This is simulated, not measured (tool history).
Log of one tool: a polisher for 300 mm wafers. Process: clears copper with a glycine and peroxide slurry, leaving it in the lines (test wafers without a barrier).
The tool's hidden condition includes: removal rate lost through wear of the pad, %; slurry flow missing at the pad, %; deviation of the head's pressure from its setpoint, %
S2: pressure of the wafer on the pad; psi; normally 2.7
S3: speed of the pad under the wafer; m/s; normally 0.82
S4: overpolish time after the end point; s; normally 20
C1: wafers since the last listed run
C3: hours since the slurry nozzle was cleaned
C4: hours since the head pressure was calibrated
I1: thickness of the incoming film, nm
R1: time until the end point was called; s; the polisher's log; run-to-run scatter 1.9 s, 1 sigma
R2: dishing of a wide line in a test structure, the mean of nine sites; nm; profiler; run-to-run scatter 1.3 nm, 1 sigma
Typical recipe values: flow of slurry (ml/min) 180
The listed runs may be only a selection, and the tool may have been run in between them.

run 1 hour=0 | flow_of_slurry_(ml/min)=130 S2=2.7 S3=0.82 S4=20 | C1=0 wafers_polished_on_this_pad=231 C3=276.4 C4=857 | I1=458.2 | R1=117.6 R2=58.8
run 2 hour=16.1 | flow_of_slurry_(ml/min)=180 S2=2.7 S3=0.82 S4=20 | C1=134 wafers_polished_on_this_pad=366 C3=292.5 C4=873.1 | I1=457.1 | R1=106.6 R2=60.8
run 3 hour=25.1 | flow_of_slurry_(ml/min)=180 S2=2.7 S3=0.82 S4=20 | C1=75 wafers_polished_on_this_pad=441 C3=301.5 C4=882.1 | I1=452.7 | R1=108.2 R2=61.6
run 4 hour=41.2 | flow_of_slurry_(ml/min)=180 S2=2.7 S3=0.82 S4=20 | C1=134 wafers_polished_on_this_pad=576 C3=317.6 C4=898.2 | I1=457 | R1=110.4 R2=61
run 5 hour=58.2 | flow_of_slurry_(ml/min)=180 S2=2.7 S3=0.82 S4=20 | C1=142 wafers_polished_on_this_pad=719 C3=334.6 C4=915.2 | I1=453.9 | R1=114.3 R2=58.5
-- hour=70.5 worn pad replaced by a new one
run 6 hour=73.4 | flow_of_slurry_(ml/min)=215 S2=2.7 S3=0.82 S4=20 | C1=93 wafers_polished_on_this_pad=24 C3=349.8 C4=930.4 | I1=456.5 | R1=95.4 R2=66.1
run 7 hour=86.2 | flow_of_slurry_(ml/min)=215 S2=2.7 S3=0.82 S4=20 | C1=107 wafers_polished_on_this_pad=131 C3=362.6 C4=943.2 | I1=464.8 | R1=102 R2=65.5
run 8 hour=100.1 | flow_of_slurry_(ml/min)=215 S2=2.7 S3=0.82 S4=20 | C1=116 wafers_polished_on_this_pad=248 C3=376.5 C4=957.1 | I1=468.1 | R1=103 R2=62.5
run 9 hour=111.9 | flow_of_slurry_(ml/min)=180 S2=2.7 S3=0.82 S4=20 | C1=98 wafers_polished_on_this_pad=347 C3=388.3 C4=968.9 | I1=458.6 | R1=106.1 R2=63.2
-- hour=114.3 slurry nozzle cleaned
run 10 hour=121.1 | flow_of_slurry_(ml/min)=180 S2=2.9 S3=0.82 S4=20 | C1=68 wafers_polished_on_this_pad=415 C3=6.8 C4=978.1 | I1=460.3 | R1=104.4 R2=64.2
run 11 hour=130.5 | flow_of_slurry_(ml/min)=180 S2=2.9 S3=0.82 S4=20 | C1=78 wafers_polished_on_this_pad=494 C3=16.2 C4=987.5 | I1=470.3 | R1=103.4 R2=62.3
run 12 hour=139.9 | flow_of_slurry_(ml/min)=130 S2=2.7 S3=0.9 S4=13 | C1=78 wafers_polished_on_this_pad=573 C3=25.6 C4=996.9 | I1=456.8 | R1=107.8 R2=43.4
-- hour=155.8 worn pad replaced by a new one
-- hour=155.8 head pressure recalibrated
run 13 hour=156.3 | flow_of_slurry_(ml/min)=130 S2=2.7 S3=0.82 S4=20 | C1=120 wafers_polished_on_this_pad=3 C3=42 C4=0.5 | I1=460 | R1=110.3 R2=63.6
run 14 hour=167.3 | flow_of_slurry_(ml/min)=180 S2=2.7 S3=0.82 S4=32 | C1=92 wafers_polished_on_this_pad=96 C3=53 C4=11.5 | I1=461.2 | R1=101.7 R2=87.5
run 15 hour=177.7 | flow_of_slurry_(ml/min)=225 S2=2.7 S3=0.82 S4=20 | C1=87 wafers_polished_on_this_pad=183 C3=63.4 C4=21.9 | I1=455.4 | R1=100.9 R2=66
run 16 hour=194.6 | flow_of_slurry_(ml/min)=180 S2=2.7 S3=0.58 S4=20 | C1=141 wafers_polished_on_this_pad=324 C3=80.3 C4=38.8 | I1=455.3 | R1=139.5 R2=50.2
run 17 hour=203.2 | flow_of_slurry_(ml/min)=120 S2=3.1 S3=0.7 S4=9 | C1=72 wafers_polished_on_this_pad=397 C3=88.9 C4=47.4 | I1=461.3 | R1=118.7 R2=29.1
run 18 hour=214.9 | flow_of_slurry_(ml/min)=245 S2=2.7 S3=0.82 S4=20 | C1=98 wafers_polished_on_this_pad=495 C3=100.6 C4=59.1 | I1=464.5 | R1=103.4 R2=62.9
run 19 hour=223 | flow_of_slurry_(ml/min)=180 S2=2.7 S3=0.82 S4=20 | C1=67 wafers_polished_on_this_pad=562 C3=108.7 C4=67.2 | I1=458.5 | R1=111.8 R2=59.1
run 20 hour=239.9 | flow_of_slurry_(ml/min)=150 S2=2.7 S3=0.96 S4=20 | C1=141 wafers_polished_on_this_pad=704 C3=125.6 C4=84.1 | I1=463.5 | R1=100.5 R2=65.2
-- hour=244.1 worn pad replaced by a new one
run 21 hour=277.6 | flow_of_slurry_(ml/min)=180 S2=2.1 S3=0.66 S4=13 | C1=282 wafers_polished_on_this_pad=281 C3=163.3 C4=121.8 | I1=453.1 | R1=140.1 R2=33.2
run 22 hour=294.3 | flow_of_slurry_(ml/min)=220 S2=3.2 S3=0.72 S4=20 | C1=139 wafers_polished_on_this_pad=420 C3=180 C4=138.5 | I1=458.1 | R1=107.7 R2=65.3

5 ways to go on from here, each from the tool as it stands after run 22. What would each give?
run A hour=294.8 | flow_of_slurry_(ml/min)=180 S2=2.7 S3=0.82 S4=20 | C1=4 wafers_polished_on_this_pad=425 C3=180.5 C4=139 | I1=453.8 | R1=? R2=?
run B hour=294.8 | flow_of_slurry_(ml/min)=180 S2=2.7 S3=0.82 S4=17 | C1=4 wafers_polished_on_this_pad=425 C3=180.5 C4=139 | I1=453.8 | R1=? R2=?
run C hour=294.8 | flow_of_slurry_(ml/min)=240 S2=2 S3=0.7 S4=28 | C1=4 wafers_polished_on_this_pad=425 C3=180.5 C4=139 | I1=453.8 | R1=? R2=?
run D hour=294.8 | flow_of_slurry_(ml/min)=180 S2=2.1 S3=0.82 S4=15 | C1=4 wafers_polished_on_this_pad=425 C3=180.5 C4=139 | I1=453.8 | R1=? R2=?
run E hour=294.8 | flow_of_slurry_(ml/min)=180 S2=2.7 S3=0.82 S4=14 | C1=4 wafers_polished_on_this_pad=425 C3=180.5 C4=139 | I1=453.8 | R1=? R2=?

run=A R1=106.2 R2=62.3
run=B R1=106.2 R2=54.9
run=C R1=138.2 R2=65.6
run=D R1=124.5 R2=43.2
run=E R1=106.2 R2=46.9
Without the tool's hidden state the same runs would have given:
run=A R1=99.6 R2=65.5
run=B R1=99.6 R2=57.8
run=C R1=129.6 R2=68.8
run=D R1=116.7 R2=45.6
run=E R1=99.6 R2=49.4

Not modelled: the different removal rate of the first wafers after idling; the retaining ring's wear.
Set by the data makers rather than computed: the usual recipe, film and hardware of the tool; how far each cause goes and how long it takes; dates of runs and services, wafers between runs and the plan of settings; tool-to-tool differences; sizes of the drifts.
